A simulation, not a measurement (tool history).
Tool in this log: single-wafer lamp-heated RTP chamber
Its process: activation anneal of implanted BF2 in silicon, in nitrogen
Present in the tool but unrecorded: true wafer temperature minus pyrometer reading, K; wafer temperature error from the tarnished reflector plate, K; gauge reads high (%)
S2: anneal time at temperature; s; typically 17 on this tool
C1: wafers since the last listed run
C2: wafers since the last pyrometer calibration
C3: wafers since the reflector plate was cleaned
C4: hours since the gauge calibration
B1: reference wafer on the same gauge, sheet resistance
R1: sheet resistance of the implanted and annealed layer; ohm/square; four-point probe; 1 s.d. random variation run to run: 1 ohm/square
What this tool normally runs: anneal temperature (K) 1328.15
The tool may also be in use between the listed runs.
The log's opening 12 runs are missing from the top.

run 13 hour=960.7 | anneal_temperature_(K)=1302.15 S2=21 | C1=1751 C2=1921 C3=9273 C4=180 | B1=166.87 | R1=183.8
run 14 hour=1024.9 | anneal_temperature_(K)=1341.15 S2=25 | C1=1280 C2=3202 C3=10554 C4=244.2 | B1=166.17 | R1=160.08
run 15 hour=1091.7 | anneal_temperature_(K)=1328.15 S2=17 | C1=1332 C2=4535 C3=11887 C4=311 | B1=165.89 | R1=172.81
-- hour=1149.3 reflector plate cleaned
run 16 hour=1176.5 | anneal_temperature_(K)=1328.15 S2=17 | C1=1532 C2=6068 C3=542 C4=395.8 | B1=165.84 | R1=171.78
run 17 hour=1281.3 | anneal_temperature_(K)=1357.15 S2=21 | C1=2091 C2=8159 C3=2633 C4=500.6 | B1=165.37 | R1=156.65
run 18 hour=1365.2 | anneal_temperature_(K)=1347.15 S2=26 | C1=1674 C2=9833 C3=4307 C4=584.5 | B1=164.9 | R1=153.94
run 19 hour=1448.9 | anneal_temperature_(K)=1344.15 S2=12 | C1=1670 C2=11503 C3=5977 C4=668.2 | B1=164.02 | R1=167.23
run 20 hour=1689.6 | anneal_temperature_(K)=1339.15 S2=23 | C1=4802 C2=16305 C3=10780 C4=908.9 | B1=163.39 | R1=158.7
-- hour=1728.1 pyrometer window cleaned and pyrometer calibrated
run 21 hour=1790.8 | anneal_temperature_(K)=1328.15 S2=17 | C1=1859 C2=1250 C3=12640 C4=1010.1 | B1=162.52 | R1=167.59
-- hour=1816.6 reflector plate cleaned
run 22 hour=1874.3 | anneal_temperature_(K)=1339.15 S2=9 | C1=1506 C2=2757 C3=1152 C4=1093.6 | B1=162.69 | R1=171.01
run 23 hour=1920.1 | anneal_temperature_(K)=1328.15 S2=17 | C1=913 C2=3670 C3=2066 C4=1139.4 | B1=162.33 | R1=168.05
run 24 hour=1987.5 | anneal_temperature_(K)=1328.15 S2=10 | C1=1344 C2=5015 C3=3410 C4=1206.8 | B1=162.67 | R1=176.04
run 25 hour=2032.5 | anneal_temperature_(K)=1328.15 S2=17 | C1=897 C2=5913 C3=4308 C4=1251.8 | B1=161.81 | R1=166.83
run 26 hour=2095.7 | anneal_temperature_(K)=1328.15 S2=9 | C1=1261 C2=7174 C3=5569 C4=1315 | B1=161.51 | R1=177.67
run 27 hour=2152.2 | anneal_temperature_(K)=1320.15 S2=21 | C1=1127 C2=8302 C3=6697 C4=1371.5 | B1=161.51 | R1=169.64
run 28 hour=2210 | anneal_temperature_(K)=1328.15 S2=17 | C1=1153 C2=9455 C3=7850 C4=1429.3 | B1=162.06 | R1=168.28
run 29 hour=2266.1 | anneal_temperature_(K)=1355.15 S2=17 | C1=1119 C2=10574 C3=8969 C4=1485.4 | B1=161.73 | R1=154.34
run 30 hour=2354.6 | anneal_temperature_(K)=1351.15 S2=8 | C1=1765 C2=12340 C3=10735 C4=1573.9 | B1=161.35 | R1=165.07
run 31 hour=2400.4 | anneal_temperature_(K)=1310.15 S2=13 | C1=913 C2=13254 C3=11649 C4=1619.7 | B1=161.67 | R1=183.98
run 32 hour=2490.8 | anneal_temperature_(K)=1328.15 S2=17 | C1=1803 C2=15058 C3=13453 C4=1710.1 | B1=161.13 | R1=166.02
-- hour=2537.6 reflector plate cleaned
run 33 hour=2550.6 | anneal_temperature_(K)=1346.15 S2=24 | C1=1033 C2=16091 C3=259 C4=1769.9 | B1=160.83 | R1=151.86
-- hour=2611.1 pyrometer window cleaned and pyrometer calibrated
run 34 hour=2734.6 | anneal_temperature_(K)=1347.15 S2=26 | C1=3511 C2=2463 C3=3770 C4=1953.9 | B1=160.04 | R1=151.91
run 35 hour=2814.6 | anneal_temperature_(K)=1308.15 S2=23 | C1=1596 C2=4059 C3=5367 C4=2033.9 | B1=160.4 | R1=172.83

Predict each of these 5 candidate next runs independently; none follows another, all start after run 35:
run A hour=2815 | anneal_temperature_(K)=1328.15 S2=14 | C1=7 C2=4067 C3=5375 C4=2034.3 | B1=? | R1=?
run B hour=2815 | anneal_temperature_(K)=1304.15 S2=17 | C1=7 C2=4067 C3=5375 C4=2034.3 | B1=? | R1=?
run C hour=2815 | anneal_temperature_(K)=1303.15 S2=25 | C1=7 C2=4067 C3=5375 C4=2034.3 | B1=? | R1=?
run D hour=2815 | anneal_temperature_(K)=1356.15 S2=12 | C1=7 C2=4067 C3=5375 C4=2034.3 | B1=? | R1=?
run E hour=2815 | anneal_temperature_(K)=1300.15 S2=26 | C1=7 C2=4067 C3=5375 C4=2034.3 | B1=? | R1=?

run=A B1=160.12 R1=169.08
run=B B1=160.12 R1=182.23
run=C B1=160.12 R1=174.99
run=D B1=160.12 R1=159.02
run=E B1=160.12 R1=176.16
Take away the tool's hidden state, keep each run's random variation, and the runs would have read:
run=A R1=176.98
run=B R1=190.74
run=C R1=183.17
run=D R1=166.45
run=E R1=184.38
